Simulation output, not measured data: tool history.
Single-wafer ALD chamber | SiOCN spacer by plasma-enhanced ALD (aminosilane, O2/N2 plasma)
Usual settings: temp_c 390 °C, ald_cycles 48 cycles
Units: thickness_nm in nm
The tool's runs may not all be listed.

run,day,temp_c,ald_cycles,"read-back reference wafer on the same gauge, thickness_nm",thickness_nm
1,0,390,48,2.217,2.719
2,0.825,390,48,2.22,2.72
3,1.462,390,48,2.221,2.721
4,2.525,390,48,2.226,2.725
# day 5.258: thermocouple changed; heater temperature recalibrated
5,5.421,379,48,2.224,2.738
6,5.938,381,48,2.227,2.727
7,6.579,381,48,2.227,2.742
8,7.446,390,48,2.229,2.731
9,8.058,397,55,2.227,3.127
10,8.746,390,39,2.227,2.226
# day 8.829: gauge calibrated
11,9.325,390,39,2.2,2.192
12,10.225,390,48,2.202,2.708
13,11.108,390,48,2.204,2.713
14,12.421,396,55,2.211,3.106
15,13.321,402,44,2.212,2.475
16,13.85,390,39,2.211,2.201
17,15.054,390,57,2.213,3.225
18,16.367,395,53,2.215,3.005
19,16.988,397,51,2.218,2.885

5 ways to go on from here, each from the tool as it stands after run 19. What would each give?
A,17.008,390,52,?,?
B,17.008,376,56,?,?
C,17.008,394,57,?,?
D,17.008,382,48,?,?
E,17.008,398,48,?,?

run,"read-back reference wafer on the same gauge, thickness_nm",thickness_nm
A,2.216,2.946
B,2.216,3.173
C,2.216,3.23
D,2.216,2.72
E,2.216,2.72
Without the tool's hidden state the same runs would have given:
run,thickness_nm
A,2.924
B,3.148
C,3.205
D,2.699
E,2.699
